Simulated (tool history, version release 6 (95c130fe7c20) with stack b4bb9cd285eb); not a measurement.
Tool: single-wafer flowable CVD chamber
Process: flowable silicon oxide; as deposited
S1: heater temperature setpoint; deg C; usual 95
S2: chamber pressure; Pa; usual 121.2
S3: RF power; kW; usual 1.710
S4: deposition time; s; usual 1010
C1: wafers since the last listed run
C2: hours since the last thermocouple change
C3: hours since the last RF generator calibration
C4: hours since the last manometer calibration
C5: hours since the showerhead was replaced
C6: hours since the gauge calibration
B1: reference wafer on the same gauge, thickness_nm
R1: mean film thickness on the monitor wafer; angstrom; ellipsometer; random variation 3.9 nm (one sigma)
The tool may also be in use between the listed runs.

{"run": 1, "hour": 0.0, "S1": 95, "S2": 121.2, "S3": 1.71, "S4": 1010, "C1": 0, "C2": 690.7, "C3": 692.8, "C4": 397.8, "C5": 5278.6, "C6": 1519.1, "B1": 705.254, "R1": 7748.76}
{"run": 2, "hour": 88.0, "S1": 95, "S2": 121.2, "S3": 1.71, "S4": 1010, "C1": 140, "C2": 778.7, "C3": 780.8, "C4": 485.8, "C5": 5366.6, "C6": 1607.1, "B1": 705.1, "R1": 7735.0}
{"run": 3, "hour": 191.5, "S1": 95, "S2": 121.2, "S3": 1.71, "S4": 1010, "C1": 165, "C2": 882.2, "C3": 884.3, "C4": 589.3, "C5": 5470.1, "C6": 1710.6, "B1": 705.263, "R1": 7768.33}
{"run": 4, "hour": 272.8, "S1": 95, "S2": 121.2, "S3": 1.71, "S4": 1010, "C1": 130, "C2": 963.5, "C3": 965.6, "C4": 670.6, "C5": 5551.4, "C6": 1791.9, "B1": 705.011, "R1": 7622.0}
{"hour": 290.8, "done": "RF generator calibrated"}
{"run": 5, "hour": 531.0, "S1": 95, "S2": 121.2, "S3": 1.71, "S4": 1010, "C1": 400, "C2": 1221.7, "C3": 240.2, "C4": 928.8, "C5": 5809.6, "C6": 2050.1, "B1": 706.071, "R1": 7682.31}
{"run": 6, "hour": 571.8, "S1": 95, "S2": 121.2, "S3": 1.71, "S4": 1010, "C1": 65, "C2": 1262.5, "C3": 281.0, "C4": 969.6, "C5": 5850.4, "C6": 2090.9, "B1": 705.172, "R1": 7668.74}
{"run": 7, "hour": 647.6, "S1": 95, "S2": 121.2, "S3": 1.71, "S4": 1010, "C1": 121, "C2": 1338.3, "C3": 356.8, "C4": 1045.4, "C5": 5926.2, "C6": 2166.7, "B1": 704.57, "R1": 7637.39}
{"run": 8, "hour": 718.3, "S1": 95, "S2": 121.2, "S3": 1.71, "S4": 1010, "C1": 113, "C2": 1409.0, "C3": 427.5, "C4": 1116.1, "C5": 5996.9, "C6": 2237.4, "B1": 705.16, "R1": 7586.02}
{"run": 9, "hour": 769.6, "S1": 95, "S2": 121.2, "S3": 1.71, "S4": 1010, "C1": 82, "C2": 1460.3, "C3": 478.8, "C4": 1167.4, "C5": 6048.2, "C6": 2288.7, "B1": 705.127, "R1": 7662.29}
{"hour": 784.5, "done": "gauge calibrated"}
{"run": 10, "hour": 835.2, "S1": 95, "S2": 129.6, "S3": 1.71, "S4": 1010, "C1": 104, "C2": 1525.9, "C3": 544.4, "C4": 1233.0, "C5": 6113.8, "C6": 50.7, "B1": 705.45, "R1": 8197.27}
{"run": 11, "hour": 918.1, "S1": 95, "S2": 129.6, "S3": 1.71, "S4": 1010, "C1": 132, "C2": 1608.8, "C3": 627.3, "C4": 1315.9, "C5": 6196.7, "C6": 133.6, "B1": 705.061, "R1": 8128.36}
{"run": 12, "hour": 980.4, "S1": 95, "S2": 129.6, "S3": 1.71, "S4": 1010, "C1": 99, "C2": 1671.1, "C3": 689.6, "C4": 1378.2, "C5": 6259.0, "C6": 195.9, "B1": 704.959, "R1": 8129.28}
{"run": 13, "hour": 1070.0, "S1": 95, "S2": 106.3, "S3": 1.71, "S4": 1010, "C1": 143, "C2": 1760.7, "C3": 779.2, "C4": 1467.8, "C5": 6348.6, "C6": 285.5, "B1": 704.955, "R1": 6669.9}
{"run": 14, "hour": 1128.5, "S1": 95, "S2": 121.2, "S3": 1.71, "S4": 1010, "C1": 93, "C2": 1819.2, "C3": 837.7, "C4": 1526.3, "C5": 6407.1, "C6": 344.0, "B1": 705.249, "R1": 7657.47}
{"hour": 1155.6, "done": "RF generator calibrated"}
{"run": 15, "hour": 1206.3, "S1": 100, "S2": 110.0, "S3": 1.59, "S4": 840, "C1": 111, "C2": 1897.0, "C3": 50.7, "C4": 1604.1, "C5": 6484.9, "C6": 421.8, "B1": 705.705, "R1": 4836.16}
{"hour": 1277.0, "done": "showerhead replaced"}
{"run": 16, "hour": 1296.4, "S1": 95, "S2": 105.2, "S3": 1.71, "S4": 1060, "C1": 131, "C2": 1987.1, "C3": 140.8, "C4": 1694.2, "C5": 19.4, "C6": 511.9, "B1": 704.704, "R1": 6923.34}
{"run": 17, "hour": 1341.6, "S1": 95, "S2": 111.5, "S3": 2.01, "S4": 1010, "C1": 72, "C2": 2032.3, "C3": 186.0, "C4": 1739.4, "C5": 64.6, "C6": 557.1, "B1": 705.844, "R1": 7437.97}
{"run": 18, "hour": 1397.2, "S1": 82, "S2": 121.2, "S3": 1.835, "S4": 1010, "C1": 88, "C2": 2087.9, "C3": 241.6, "C4": 1795.0, "C5": 120.2, "C6": 612.7, "B1": 704.972, "R1": 11226.99}
{"run": 19, "hour": 1536.5, "S1": 95, "S2": 121.2, "S3": 1.71, "S4": 1010, "C1": 222, "C2": 2227.2, "C3": 380.9, "C4": 1934.3, "C5": 259.5, "C6": 752.0, "B1": 705.005, "R1": 7547.25}
{"hour": 1565.7, "done": "capacitance manometer re-zeroed and calibrated"}
{"run": 20, "hour": 1575.2, "S1": 95, "S2": 121.2, "S3": 1.71, "S4": 1010, "C1": 49, "C2": 2265.9, "C3": 419.6, "C4": 9.5, "C5": 298.2, "C6": 790.7, "B1": 704.89, "R1": 7578.26}
{"run": 21, "hour": 1630.1, "S1": 95, "S2": 121.2, "S3": 1.71, "S4": 1010, "C1": 87, "C2": 2320.8, "C3": 474.5, "C4": 64.4, "C5": 353.1, "C6": 845.6, "B1": 704.428, "R1": 7527.86}
{"hour": 1717.2, "done": "thermocouple changed; heater temperature recalibrated"}
{"run": 22, "hour": 1895.9, "S1": 95, "S2": 106.0, "S3": 1.71, "S4": 1010, "C1": 412, "C2": 178.7, "C3": 740.3, "C4": 330.2, "C5": 618.9, "C6": 1111.4, "B1": 705.06, "R1": 6882.44}
{"run": 23, "hour": 1945.8, "S1": 95, "S2": 121.2, "S3": 1.71, "S4": 1090, "C1": 79, "C2": 228.6, "C3": 790.2, "C4": 380.1, "C5": 668.8, "C6": 1161.3, "B1": 705.183, "R1": 8509.94}
{"run": 24, "hour": 2009.7, "S1": 95, "S2": 121.2, "S3": 1.71, "S4": 1010, "C1": 102, "C2": 292.5, "C3": 854.1, "C4": 444.0, "C5": 732.7, "C6": 1225.2, "B1": 703.783, "R1": 7828.01}

Run 25 comes next. What will it give?
{"hour": 2062.0, "done": "RF generator calibrated"}
{"run": 25, "hour": 2103.9, "S1": 95, "S2": 121.2, "S3": 1.71, "S4": 1130, "C1": 137, "C2": 386.7, "C3": 41.9, "C4": 538.2, "C5": 826.9, "C6": 1319.4, "B1": "?", "R1": "?"}

{"run 25": {"B1": 704.73, "R1": 8704.38}}
Without the tool's hidden state the same run would have given R1 8901.16 angstrom.
